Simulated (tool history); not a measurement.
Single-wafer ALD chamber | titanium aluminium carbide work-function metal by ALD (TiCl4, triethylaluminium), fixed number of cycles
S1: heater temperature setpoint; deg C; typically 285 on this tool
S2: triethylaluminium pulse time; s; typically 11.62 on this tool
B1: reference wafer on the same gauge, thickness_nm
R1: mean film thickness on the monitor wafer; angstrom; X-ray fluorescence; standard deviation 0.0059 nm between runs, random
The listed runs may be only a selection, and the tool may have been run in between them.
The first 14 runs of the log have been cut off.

-- hour=635.9 gauge calibrated
run 15 hour=649.9 | S1=288 S2=10.64 | B1=1.928 | R1=19.05
run 16 hour=720.2 | S1=281 S2=11.62 | B1=1.932 | R1=18.39
run 17 hour=748.9 | S1=273 S2=15.9 | B1=1.928 | R1=17.94
run 18 hour=793.1 | S1=274 S2=13.88 | B1=1.929 | R1=17.95
run 19 hour=859.5 | S1=295 S2=8.57 | B1=1.931 | R1=19.19
run 20 hour=925.3 | S1=285 S2=11.62 | B1=1.929 | R1=18.75
run 21 hour=971 | S1=276 S2=8.93 | B1=1.93 | R1=17.63
run 22 hour=1004.8 | S1=285 S2=11.62 | B1=1.93 | R1=18.62
-- hour=1038.3 showerhead replaced
run 23 hour=1044.3 | S1=290 S2=8.8 | B1=1.929 | R1=18.78
run 24 hour=1141.7 | S1=271 S2=11.62 | B1=1.928 | R1=17.39
-- hour=1171.9 thermocouple changed; heater temperature recalibrated
-- hour=1190.7 triethylaluminium bottle replaced
run 25 hour=1206.8 | S1=298 S2=9.03 | B1=1.93 | R1=19.91
run 26 hour=1313.6 | S1=271 S2=9.99 | B1=1.931 | R1=17.71
run 27 hour=1381.2 | S1=285 S2=10.3 | B1=1.93 | R1=18.91
run 28 hour=1437.4 | S1=273 S2=9.22 | B1=1.93 | R1=17.75
run 29 hour=1467.5 | S1=290 S2=9.68 | B1=1.93 | R1=19.24
run 30 hour=1498.3 | S1=278 S2=10.01 | B1=1.928 | R1=18.21
run 31 hour=1565.1 | S1=296 S2=15.82 | B1=1.929 | R1=20.04
run 32 hour=1592.6 | S1=300 S2=12.81 | B1=1.928 | R1=20.28
run 33 hour=1618.7 | S1=274 S2=11.62 | B1=1.931 | R1=18.04

Each row is a separate what-if for the run after 33, all from the same tool condition, not one after another. Results?
run A hour=1619.1 | S1=295 S2=11.62 | B1=? | R1=?
run B hour=1619.1 | S1=294 S2=11.62 | B1=? | R1=?
run C hour=1619.1 | S1=285 S2=8.04 | B1=? | R1=?
run D hour=1619.1 | S1=277 S2=11.62 | B1=? | R1=?

run=A B1=1.93 R1=19.83
run=B B1=1.93 R1=19.74
run=C B1=1.93 R1=18.59
run=D B1=1.93 R1=18.32
Without the tool's unlogged condition, the same runs would have read:
run=A R1=20.07
run=B R1=19.98
run=C R1=18.82
run=D R1=18.55
